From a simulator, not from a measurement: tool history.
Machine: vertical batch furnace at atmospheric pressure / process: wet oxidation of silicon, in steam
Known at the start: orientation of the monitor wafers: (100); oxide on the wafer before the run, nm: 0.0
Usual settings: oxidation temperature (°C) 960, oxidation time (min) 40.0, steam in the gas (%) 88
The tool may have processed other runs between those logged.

| run | day | oxidation temperature (°C) | oxidation time (min) | steam in the gas (%) | read-back reference wafer on the same gauge, thickness | oxide thickness on the monitor wafer (angstrom) |
|---|---|---|---|---|---|---|
| 1 | 0.000 | 960 | 40.0 | 88 | 199.07 | 1995.1 |
| 2 | 1.867 | 960 | 40.0 | 88 | 198.98 | 1988.5 |
| 3 | 3.438 | 960 | 40.0 | 88 | 198.98 | 1971.5 |
| 4 | 5.738 | 960 | 40.0 | 88 | 198.88 | 1984.6 |
| 5 | 9.075 | 960 | 40.0 | 88 | 199.09 | 1989.9 |
| 6 | 11.871 | 960 | 40.0 | 79 | 199.24 | 1800.1 |
| 7 | 13.575 | 960 | 40.0 | 88 | 198.93 | 1977.8 |
| 8 | 16.250 | 960 | 40.0 | 92 | 198.84 | 2053.5 |
| 9 | 17.425 | 960 | 40.0 | 92 | 198.61 | 2056.3 |
| 10 | 18.708 | 960 | 40.0 | 92 | 198.75 | 2042.2 |
|  | 20.471 | thermocouples replaced and temperature profile calibrated |
| 11 | 21.492 | 960 | 40.0 | 88 | 199.11 | 1970.2 |
|  | 23.221 | steam generator serviced |
| 12 | 24.029 | 960 | 40.0 | 88 | 199.41 | 2103.6 |
| 13 | 26.912 | 960 | 40.0 | 88 | 198.78 | 2089.5 |
| 14 | 28.521 | 960 | 40.0 | 88 | 199.00 | 2086.0 |
|  | 30.733 | gauge calibrated |
| 15 | 31.371 | 960 | 40.0 | 88 | 198.67 | 2100.5 |
| 16 | 33.142 | 960 | 40.0 | 88 | 198.96 | 2091.3 |
| 17 | 35.992 | 960 | 40.0 | 88 | 199.20 | 2086.8 |
| 18 | 37.567 | 960 | 40.0 | 94 | 199.22 | 2206.7 |
| 19 | 40.017 | 972 | 33.0 | 97 | 199.10 | 2188.1 |
| 20 | 42.354 | 940 | 50.5 | 97 | 199.51 | 2221.7 |
| 21 | 44.262 | 940 | 40.0 | 94 | 199.38 | 1764.5 |
| 22 | 46.008 | 960 | 40.0 | 77 | 198.94 | 1885.9 |
| 23 | 47.212 | 940 | 40.0 | 94 | 198.93 | 1782.2 |
| 24 | 49.021 | 960 | 30.0 | 88 | 199.26 | 1637.8 |
| 25 | 51.746 | 937 | 27.5 | 97 | 199.10 | 1274.5 |
| 26 | 53.458 | 960 | 40.0 | 88 | 198.66 | 2074.8 |
| 27 | 54.962 | 960 | 40.0 | 83 | 199.10 | 1980.0 |
| 28 | 57.942 | 972 | 40.0 | 88 | 199.30 | 2327.8 |
| 29 | 59.846 | 954 | 25.5 | 88 | 198.86 | 1312.8 |
| 30 | 62.429 | 979 | 52.0 | 81 | 198.88 | 2890.1 |
| 31 | 64.838 | 960 | 40.0 | 97 | 199.70 | 2216.5 |

Consider 4 possible next runs. They are alternatives, not a sequence: every one starts from the tool as it was left by run 31. What does each give?
| A | 65.050 | 960 | 56.0 | 88 | ? | ? |
| B | 65.050 | 947 | 40.0 | 85 | ? | ? |
| C | 65.050 | 974 | 31.0 | 84 | ? | ? |
| D | 65.050 | 960 | 54.5 | 88 | ? | ? |

| run | read-back reference wafer on the same gauge, thickness | oxide thickness on the monitor wafer (angstrom) |
|---|---|---|
| A | 198.86 | 2707.6 |
| B | 198.86 | 1742.3 |
| C | 198.86 | 1871.4 |
| D | 198.86 | 2650.3 |
Take away the tool's hidden state, keep each run's random variation, and the runs would have read:
| run | oxide thickness on the monitor wafer (angstrom) |
|---|---|
| A | 2767.5 |
| B | 1784.0 |
| C | 1914.4 |
| D | 2709.2 |
